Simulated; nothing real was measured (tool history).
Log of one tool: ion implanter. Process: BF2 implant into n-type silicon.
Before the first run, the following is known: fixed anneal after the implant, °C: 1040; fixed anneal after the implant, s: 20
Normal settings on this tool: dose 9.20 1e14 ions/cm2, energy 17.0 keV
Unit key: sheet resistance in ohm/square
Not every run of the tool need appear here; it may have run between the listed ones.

run,hour,dose,energy,"read-back reference wafer on the same gauge, sheet resistance",sheet resistance
1,0.0,10.43,13.5,161.99,170.75
2,45.6,10.14,14.0,162.08,172.18
3,75.9,10.14,14.0,161.90,172.29
4,140.4,9.20,17.0,161.90,171.45
5,200.8,9.20,17.0,161.98,171.58
6,235.8,9.20,17.0,161.78,172.35
7,289.0,9.20,17.0,162.04,170.86
8,321.7,9.20,17.0,162.08,172.13
# hour 364.1: gauge calibrated
9,373.0,10.55,13.0,161.87,172.51
# hour 384.8: Faraday cup replaced and dose calibrated
10,416.2,9.20,17.0,161.97,174.95
11,442.5,7.01,20.0,161.99,200.81
12,471.0,9.20,17.0,161.98,174.11
# hour 553.8: extraction supply calibrated
13,660.1,10.79,21.0,161.95,151.41
14,712.4,9.95,13.5,162.02,177.54

Predict the results of run 15:
15,774.5,9.20,17.0,?,?

Run 15 yielded read-back reference wafer on the same gauge, sheet resistance 162.05, sheet resistance 173.30 ohm/square.
If the tool had no hidden condition, the same run with the same run-to-run variation would have returned sheet resistance 175.47 ohm/square.
